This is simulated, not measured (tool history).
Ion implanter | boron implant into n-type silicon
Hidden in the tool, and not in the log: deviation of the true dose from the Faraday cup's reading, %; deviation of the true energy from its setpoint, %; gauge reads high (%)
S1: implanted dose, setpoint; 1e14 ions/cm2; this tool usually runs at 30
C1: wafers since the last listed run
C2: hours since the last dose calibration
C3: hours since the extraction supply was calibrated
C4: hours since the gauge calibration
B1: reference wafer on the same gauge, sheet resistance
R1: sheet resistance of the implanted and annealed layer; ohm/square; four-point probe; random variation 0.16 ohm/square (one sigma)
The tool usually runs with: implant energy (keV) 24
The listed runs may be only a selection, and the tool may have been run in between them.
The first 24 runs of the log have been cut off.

{"run": 25, "day": 20.996, "S1": 23.72, "implant energy (keV)": 24, "C1": 402, "C2": 340.9, "C3": 335.2, "C4": 343.5, "B1": 53.66, "R1": 69.63}
{"run": 26, "day": 21.775, "S1": 36.61, "implant energy (keV)": 24, "C1": 237, "C2": 359.6, "C3": 353.9, "C4": 362.2, "B1": 53.67, "R1": 59.84}
{"run": 27, "day": 22.508, "S1": 24.39, "implant energy (keV)": 21, "C1": 223, "C2": 377.2, "C3": 371.5, "C4": 379.8, "B1": 53.71, "R1": 71.55}
{"run": 28, "day": 23.417, "S1": 35.57, "implant energy (keV)": 19, "C1": 277, "C2": 399, "C3": 393.3, "C4": 401.6, "B1": 53.78, "R1": 66.91}
{"run": 29, "day": 23.983, "S1": 37.18, "implant energy (keV)": 26.5, "C1": 172, "C2": 412.6, "C3": 406.9, "C4": 415.2, "B1": 53.72, "R1": 57.08}
{"run": 30, "day": 27.021, "S1": 34.65, "implant energy (keV)": 22, "C1": 926, "C2": 485.5, "C3": 479.8, "C4": 488.1, "B1": 53.83, "R1": 63.34}
{"run": 31, "day": 27.729, "S1": 34.17, "implant energy (keV)": 17.5, "C1": 216, "C2": 502.5, "C3": 496.8, "C4": 505.1, "B1": 53.8, "R1": 70.66}
{"run": 32, "day": 28.254, "S1": 30, "implant energy (keV)": 24, "C1": 160, "C2": 515.1, "C3": 509.4, "C4": 517.7, "B1": 53.82, "R1": 63.45}
{"run": 33, "day": 32.458, "S1": 27.12, "implant energy (keV)": 17.5, "C1": 1282, "C2": 616, "C3": 610.3, "C4": 618.6, "B1": 53.82, "R1": 74.5}
{"run": 34, "day": 33.171, "S1": 25.08, "implant energy (keV)": 29.5, "C1": 217, "C2": 633.1, "C3": 627.4, "C4": 635.7, "B1": 53.87, "R1": 64.74}
{"run": 35, "day": 33.767, "S1": 30, "implant energy (keV)": 32.5, "C1": 181, "C2": 647.4, "C3": 641.7, "C4": 650, "B1": 53.87, "R1": 57.97}
{"run": 36, "day": 35.221, "S1": 34.02, "implant energy (keV)": 21.5, "C1": 443, "C2": 682.3, "C3": 676.6, "C4": 684.9, "B1": 53.87, "R1": 64.07}

Predict each of these 5 candidate next runs independently; none follows another, all start after run 36:
{"run": "A", "day": 35.238, "S1": 30, "implant energy (keV)": 24, "C1": 5, "C2": 682.7, "C3": 677, "C4": 685.3, "B1": "?", "R1": "?"}
{"run": "B", "day": 35.238, "S1": 26.08, "implant energy (keV)": 24, "C1": 5, "C2": 682.7, "C3": 677, "C4": 685.3, "B1": "?", "R1": "?"}
{"run": "C", "day": 35.238, "S1": 36.39, "implant energy (keV)": 24, "C1": 5, "C2": 682.7, "C3": 677, "C4": 685.3, "B1": "?", "R1": "?"}
{"run": "D", "day": 35.238, "S1": 35.14, "implant energy (keV)": 17, "C1": 5, "C2": 682.7, "C3": 677, "C4": 685.3, "B1": "?", "R1": "?"}
{"run": "E", "day": 35.238, "S1": 26.15, "implant energy (keV)": 21.5, "C1": 5, "C2": 682.7, "C3": 677, "C4": 685.3, "B1": "?", "R1": "?"}

run=A B1=53.96 R1=63.84
run=B B1=53.96 R1=67.24
run=C B1=53.96 R1=60.22
run=D B1=53.96 R1=71.64
run=E B1=53.96 R1=69.63
With the hidden condition removed and each run's random variation left untouched, the same runs would have given:
run=A R1=63.23
run=B R1=66.6
run=C R1=59.65
run=D R1=70.96
run=E R1=68.97

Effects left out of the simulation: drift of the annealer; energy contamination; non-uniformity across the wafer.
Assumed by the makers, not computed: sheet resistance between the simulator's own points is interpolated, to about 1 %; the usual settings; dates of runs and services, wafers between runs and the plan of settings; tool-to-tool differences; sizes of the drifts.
